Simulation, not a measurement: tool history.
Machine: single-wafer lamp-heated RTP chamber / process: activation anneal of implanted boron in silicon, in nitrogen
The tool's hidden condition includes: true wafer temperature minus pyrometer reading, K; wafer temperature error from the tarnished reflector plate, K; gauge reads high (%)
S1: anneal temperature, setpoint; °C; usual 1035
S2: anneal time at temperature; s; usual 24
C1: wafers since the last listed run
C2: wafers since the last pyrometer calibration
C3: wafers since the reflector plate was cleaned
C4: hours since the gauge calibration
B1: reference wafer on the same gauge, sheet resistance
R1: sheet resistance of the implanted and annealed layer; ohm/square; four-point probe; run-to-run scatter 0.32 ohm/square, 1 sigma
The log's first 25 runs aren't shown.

At hour 1696.5: gauge calibrated.
At hour 1706.7: pyrometer window cleaned and pyrometer calibrated.
At hour 1717.1: reflector plate cleaned.
Run 26, hour 1717.6: usual settings but S1 1009 °C, S2 34 s; C1 918; C2 39; C3 7; C4 21.1; B1 193.03. Result: R1 213.93 ohm/square.
Run 27, hour 1768.9: usual settings; C1 697; C2 737; C3 705; C4 72.4; B1 192.96. Result: R1 211.79 ohm/square.
Run 28, hour 1814.1: usual settings but S1 1009 °C, S2 34 s; C1 614; C2 1352; C3 1320; C4 117.6; B1 192.98. Result: R1 213.71 ohm/square.
Run 29, hour 1869.2: usual settings but S1 1024 °C, S2 12 s; C1 749; C2 2101; C3 2069; C4 172.7; B1 193.05. Result: R1 214.22 ohm/square.
Run 30, hour 1956.8: usual settings but S1 1048 °C, S2 12 s; C1 1191; C2 3293; C3 3261; C4 260.3; B1 192.95. Result: R1 212.74 ohm/square.
Run 31, hour 2027: usual settings but S2 16 s; C1 954; C2 4248; C3 4216; C4 330.5; B1 193. Result: R1 212.92 ohm/square.
Run 32, hour 2064.6: usual settings but S1 1026 °C, S2 16 s; C1 511; C2 4759; C3 4727; C4 368.1; B1 192.99. Result: R1 213.4 ohm/square.
At hour 2137: pyrometer window cleaned and pyrometer calibrated.
Run 33, hour 2142.8: usual settings but S2 32 s; C1 954; C2 79; C3 5682; C4 446.3; B1 193. Result: R1 211.08 ohm/square.
Run 34, hour 2244: usual settings but S2 13 s; C1 1376; C2 1455; C3 7059; C4 547.5; B1 192.97. Result: R1 213.68 ohm/square.
Run 35, hour 2318.4: usual settings but S2 17 s; C1 1012; C2 2467; C3 8071; C4 621.9; B1 192.95. Result: R1 212.02 ohm/square.
Run 36, hour 2377.2: usual settings but S1 1010 °C, S2 35 s; C1 799; C2 3267; C3 8871; C4 680.7; B1 193.04. Result: R1 213.27 ohm/square.
At hour 2432.9: reflector plate cleaned.
Run 37, hour 2481.8: usual settings but S1 1046 °C; C1 1314; C2 4581; C3 664; C4 785.3; B1 192.97. Result: R1 210.08 ohm/square.

Branching from run 37: 3 alternative next runs. What would each branch give?
Run A, hour 2482.2: usual settings; C1 5; C2 4587; C3 670; C4 785.7; B1 ?. Result: R1 ?.
Run B, hour 2482.2: usual settings but S1 1059 °C, S2 31 s; C1 5; C2 4587; C3 670; C4 785.7; B1 ?. Result: R1 ?.
Run C, hour 2482.2: usual settings but S1 1027 °C, S2 19 s; C1 5; C2 4587; C3 670; C4 785.7; B1 ?. Result: R1 ?.

run      B1      R1
  A  192.94  211.72
  B  192.94  209.08
  C  192.94  212.94
Had the tool no hidden state, the same runs would have come out as:
run      R1
  A  211.72
  B  209.08
  C  212.94

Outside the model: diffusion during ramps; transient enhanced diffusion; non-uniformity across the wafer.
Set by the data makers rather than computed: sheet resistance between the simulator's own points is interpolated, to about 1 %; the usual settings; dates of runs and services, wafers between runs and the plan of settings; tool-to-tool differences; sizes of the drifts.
